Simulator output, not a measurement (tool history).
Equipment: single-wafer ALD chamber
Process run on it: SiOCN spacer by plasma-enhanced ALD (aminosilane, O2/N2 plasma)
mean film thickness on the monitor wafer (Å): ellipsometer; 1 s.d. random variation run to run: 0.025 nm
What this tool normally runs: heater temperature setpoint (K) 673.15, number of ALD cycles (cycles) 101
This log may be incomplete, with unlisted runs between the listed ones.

run    hour  heater temperature setpoint (K)  number of ALD cycles (cycles)  wafers since the last listed run  hours since the last thermocouple change  hours since the gauge calibration  read-back reference wafer on the same gauge, thickness_nm  mean film thickness on the monitor wafer (Å)
  1     0.0                           682.15                            108                                 0                                    1184.9                             2209.0                                                      6.236                                         69.55
  2   107.6                           673.15                             88                               226                                    1292.5                             2316.6                                                      6.238                                         58.70
  3   173.4                           673.15                             88                               138                                    1358.3                             2382.4                                                      6.243                                         58.42
  4   210.8                           673.15                             88                                78                                    1395.7                             2419.8                                                      6.238                                         58.73
  5   258.4                           673.15                            101                               100                                    1443.3                             2467.4                                                      6.247                                         67.27
  6   341.7                           673.15                            101                               175                                    1526.6                             2550.7                                                      6.246                                         67.33
  7   378.8                           673.15                            101                                78                                    1563.7                             2587.8                                                      6.237                                         67.02
      401.9  -- thermocouple changed; heater temperature recalibrated
  8   472.4                           679.15                            101                               180                                      70.5                             2681.4                                                      6.234                                         66.33
  9   547.9                           673.15                            101                               158                                     146.0                             2756.9                                                      6.238                                         67.48
 10   594.9                           673.15                            101                                98                                     193.0                             2803.9                                                      6.246                                         66.93
 11   660.0                           673.15                            111                               137                                     258.1                             2869.0                                                      6.243                                         73.56
 12   705.3                           673.15                            111                                95                                     303.4                             2914.3                                                      6.241                                         74.12
 13   969.5                           668.15                            101                               556                                     567.6                             3178.5                                                      6.237                                         67.40
 14  1030.8                           673.15                            101                               129                                     628.9                             3239.8                                                      6.231                                         67.29
     1097.3  -- gauge calibrated
 15  1132.2                           673.15                            101                               213                                     730.3                               34.9                                                      6.246                                         67.40
 16  1237.6                           673.15                            101                               221                                     835.7                              140.3                                                      6.240                                         67.58
 17  1310.0                           673.15                            101                               152                                     908.1                              212.7                                                      6.240                                         67.64
 18  1360.1                           673.15                            101                               105                                     958.2                              262.8                                                      6.239                                         66.90
 19  1433.4                           673.15                            101                               154                                    1031.5                              336.1                                                      6.243                                         67.31
 20  1499.3                           673.15                            101                               138                                    1097.4                              402.0                                                      6.242                                         67.02
 21  1591.3                           662.15                             92                               193                                    1189.4                              494.0                                                      6.242                                         61.09
 22  1664.8                           673.15                            101                               154                                    1262.9                              567.5                                                      6.241                                         67.21
 23  1960.4                           682.15                            114                               622                                    1558.5                              863.1                                                      6.243                                         73.65
 24  2042.1                           673.15                             88                               171                                    1640.2                              944.8                                                      6.240                                         58.34
     2087.5  -- thermocouple changed; heater temperature recalibrated
 25  2109.3                           659.15                            101                               124                                      21.8                             1012.0                                                      6.241                                         67.21
 26  2169.4                           673.15                            107                               126                                      81.9                             1072.1                                                      6.240                                         71.30
 27  2235.0                           661.15                             83                               138                                     147.5                             1137.7                                                      6.242                                         55.17
 28  2332.0                           673.15                            101                               204                                     244.5                             1234.7                                                      6.243                                         67.35
 29  2407.5                           667.15                            121                               158                                     320.0                             1310.2                                                      6.242                                         80.24
 30  2493.1                           668.15                             93                               180                                     405.6                             1395.8                                                      6.236                                         62.43
 31  2592.9                           684.15                             85                               210                                     505.4                             1495.6                                                      6.236                                         54.83
 32  2680.7                           673.15                            101                               184                                     593.2                             1583.4                                                      6.241                                         66.96
 33  2723.6                           673.15                            101                                90                                     636.1                             1626.3                                                      6.241                                         67.20
 34  2781.4                           673.15                            117                               121                                     693.9                             1684.1                                                      6.239                                         78.41
 35  2827.8                           658.15                            101                                97                                     740.3                             1730.5                                                      6.240                                         67.42
 36  2918.9                           673.15                             88                               191                                     831.4                             1821.6                                                      6.242                                         58.59
 37  2972.3                           673.15                            114                               112                                     884.8                             1875.0                                                      6.242                                         75.60
 38  3055.6                           662.15                            101                               175                                     968.1                             1958.3                                                      6.241                                         66.94
 39  3101.2                           684.15                            106                                95                                    1013.7                             2003.9                                                      6.243                                         68.40
 40  3155.9                           673.15                             85                               115                                    1068.4                             2058.6                                                      6.240                                         56.52

For each entry between runs, how does the tool's hidden state at the last listed run before it compare with that at the first listed run after it?
Run 7 -> run 8: thermocouple changed; heater temperature recalibrated (hour 401.9)
  the hidden state is the same at both runs
Run 14 -> run 15: gauge calibrated (hour 1097.3)
  the hidden state is the same at both runs
Run 24 -> run 25: thermocouple changed; heater temperature recalibrated (hour 2087.5)
  the hidden state is the same at both runs
